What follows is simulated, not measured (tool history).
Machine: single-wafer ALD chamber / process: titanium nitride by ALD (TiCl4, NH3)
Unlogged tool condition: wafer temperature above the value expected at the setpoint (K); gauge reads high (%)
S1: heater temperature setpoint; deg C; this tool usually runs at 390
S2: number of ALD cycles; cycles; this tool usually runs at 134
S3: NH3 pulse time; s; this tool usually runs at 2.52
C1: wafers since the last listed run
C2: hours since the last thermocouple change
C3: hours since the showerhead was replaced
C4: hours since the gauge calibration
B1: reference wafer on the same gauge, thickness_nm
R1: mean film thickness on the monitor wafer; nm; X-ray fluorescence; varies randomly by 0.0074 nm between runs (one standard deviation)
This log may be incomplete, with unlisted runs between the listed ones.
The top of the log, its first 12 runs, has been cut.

run 13 hour=987.2 | S1=395 S2=134 S3=2.52 | C1=73 C2=439.2 C3=6039.8 C4=2754.5 | B1=3.512 | R1=2.954
run 14 hour=1053.5 | S1=395 S2=134 S3=2.52 | C1=74 C2=505.5 C3=6106.1 C4=2820.8 | B1=3.509 | R1=2.958
run 15 hour=1134.4 | S1=390 S2=134 S3=2.86 | C1=90 C2=586.4 C3=6187 C4=2901.7 | B1=3.512 | R1=2.949
-- hour=1161.2 showerhead replaced
run 16 hour=1235 | S1=383 S2=151 S3=1.78 | C1=103 C2=687 C3=73.8 C4=3002.3 | B1=3.508 | R1=3.258
run 17 hour=1278.9 | S1=385 S2=134 S3=1.97 | C1=49 C2=730.9 C3=117.7 C4=3046.2 | B1=3.511 | R1=2.893
-- hour=1341.9 gauge calibrated
run 18 hour=1343 | S1=403 S2=134 S3=2.52 | C1=71 C2=795 C3=181.8 C4=1.1 | B1=3.511 | R1=2.966
run 19 hour=1512.7 | S1=390 S2=134 S3=2.52 | C1=189 C2=964.7 C3=351.5 C4=170.8 | B1=3.511 | R1=2.943
run 20 hour=1578.9 | S1=390 S2=134 S3=2.52 | C1=74 C2=1030.9 C3=417.7 C4=237 | B1=3.513 | R1=2.948
run 21 hour=1641.4 | S1=405 S2=141 S3=2.52 | C1=69 C2=1093.4 C3=480.2 C4=299.5 | B1=3.508 | R1=3.114
run 22 hour=1712.8 | S1=395 S2=142 S3=1.67 | C1=79 C2=1164.8 C3=551.6 C4=370.9 | B1=3.51 | R1=3.069
run 23 hour=1790 | S1=395 S2=161 S3=2.52 | C1=86 C2=1242 C3=628.8 C4=448.1 | B1=3.508 | R1=3.559
-- hour=1838.2 thermocouple changed; heater temperature recalibrated
run 24 hour=1994 | S1=384 S2=155 S3=3.37 | C1=219 C2=155.8 C3=832.8 C4=652.1 | B1=3.51 | R1=3.43
run 25 hour=2101.7 | S1=396 S2=134 S3=1.69 | C1=120 C2=263.5 C3=940.5 C4=759.8 | B1=3.505 | R1=2.902
run 26 hour=2203.1 | S1=390 S2=134 S3=1.85 | C1=113 C2=364.9 C3=1041.9 C4=861.2 | B1=3.511 | R1=2.903
run 27 hour=2300.1 | S1=404 S2=134 S3=2.52 | C1=108 C2=461.9 C3=1138.9 C4=958.2 | B1=3.511 | R1=2.985
run 28 hour=2407.6 | S1=390 S2=134 S3=2.52 | C1=120 C2=569.4 C3=1246.4 C4=1065.7 | B1=3.514 | R1=2.946
run 29 hour=2449.8 | S1=390 S2=158 S3=2.52 | C1=47 C2=611.6 C3=1288.6 C4=1107.9 | B1=3.515 | R1=3.473
run 30 hour=2516.5 | S1=390 S2=134 S3=2.52 | C1=74 C2=678.3 C3=1355.3 C4=1174.6 | B1=3.507 | R1=2.942
run 31 hour=2553.2 | S1=390 S2=134 S3=2.52 | C1=41 C2=715 C3=1392 C4=1211.3 | B1=3.507 | R1=2.955
run 32 hour=2657.2 | S1=390 S2=134 S3=3.17 | C1=116 C2=819 C3=1496 C4=1315.3 | B1=3.514 | R1=2.985
run 33 hour=2964.4 | S1=379 S2=145 S3=3.37 | C1=343 C2=1126.2 C3=1803.2 C4=1622.5 | B1=3.506 | R1=3.225
run 34 hour=3058.5 | S1=390 S2=134 S3=2.52 | C1=105 C2=1220.3 C3=1897.3 C4=1716.6 | B1=3.512 | R1=2.949

Expected results for the next run?
run 35 hour=3107.8 | S1=385 S2=119 S3=3.21 | C1=55 C2=1269.6 C3=1946.6 C4=1765.9 | B1=? | R1=?

B1: 3.511
R1: 2.635 nm
Had the tool carried no hidden state, the very same run would have given R1 2.635 nm.

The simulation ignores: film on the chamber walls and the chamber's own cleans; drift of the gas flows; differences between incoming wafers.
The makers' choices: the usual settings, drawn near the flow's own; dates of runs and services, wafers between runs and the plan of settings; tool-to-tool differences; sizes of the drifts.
